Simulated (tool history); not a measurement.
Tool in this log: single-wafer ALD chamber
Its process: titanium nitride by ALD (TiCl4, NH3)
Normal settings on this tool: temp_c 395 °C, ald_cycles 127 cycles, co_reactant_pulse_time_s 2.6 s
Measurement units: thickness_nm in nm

run   hour  temp_c  ald_cycles  co_reactant_pulse_time_s  wafers since the last listed run  hours since the last thermocouple change  hours since the showerhead was replaced  hours since the gauge calibration  read-back reference wafer on the same gauge, thickness_nm  thickness_nm
  1      0     395         127                      2.84                                 0                                     834.6                                   2954.6                              150.1                                                      3.192         2.686
  2   17.9     395         127                      2.84                                40                                     852.5                                   2972.5                                168                                                       3.19         2.685
  3   36.1     395         127                      2.84                                41                                     870.7                                   2990.7                              186.2                                                      3.186         2.682
  4   57.7     395         127                       2.6                                49                                     892.3                                   3012.3                              207.8                                                      3.183         2.661
  5   73.5     395         127                       2.6                                35                                     908.1                                   3028.1                              223.6                                                       3.18         2.665
     104.6  -- gauge calibrated
  6  108.3     395         127                       2.6                                79                                     942.9                                   3062.9                                3.7                                                      3.202          2.69
  7  123.3     395         127                       2.6                                34                                     957.9                                   3077.9                               18.7                                                      3.205         2.686
  8  138.8     395         127                       2.6                                35                                     973.4                                   3093.4                               34.2                                                      3.205         2.688
  9  168.8     395         141                      1.78                                68                                    1003.4                                   3123.4                               64.2                                                      3.204         2.931
     176.9  -- thermocouple changed; heater temperature recalibrated
 10  181.2     388         145                      2.01                                10                                       4.3                                   3135.8                               76.6                                                      3.201         3.014
     201.8  -- showerhead replaced
 11  202.3     382         139                      1.78                                29                                      25.4                                      0.5                               97.7                                                      3.199         2.849
 12  212.3     381         127                       2.6                                22                                      35.4                                     10.5                              107.7                                                        3.2         2.662
 13  230.5     395         127                       2.6                                41                                      53.6                                     28.7                              125.9                                                      3.196         2.684
 14  264.7     387         114                      3.25                                77                                      87.8                                     62.9                              160.1                                                      3.191         2.411
 15  287.5     395         127                       2.6                                51                                     110.6                                     85.7                              182.9                                                      3.186         2.672
 16  314.5     407         152                      1.98                                61                                     137.6                                    112.7                              209.9                                                      3.183         3.158

Alternative continuations, all from the tool just after run 16; predict every row:
  A  315.2     395         127                       2.6                                 1                                     138.3                                    113.4                              210.6                                                          ?             ?
  B  315.2     388         151                      3.14                                 1                                     138.3                                    113.4                              210.6                                                          ?             ?
  C  315.2     388         150                       2.6                                 1                                     138.3                                    113.4                              210.6                                                          ?             ?

run  read-back reference wafer on the same gauge, thickness_nm  thickness_nm
  A                                                      3.183          2.66
  B                                                      3.183         3.175
  C                                                      3.183         3.128
What these runs would have given with no unlogged condition in the tool:
run  thickness_nm
  A         2.675
  B         3.192
  C         3.146
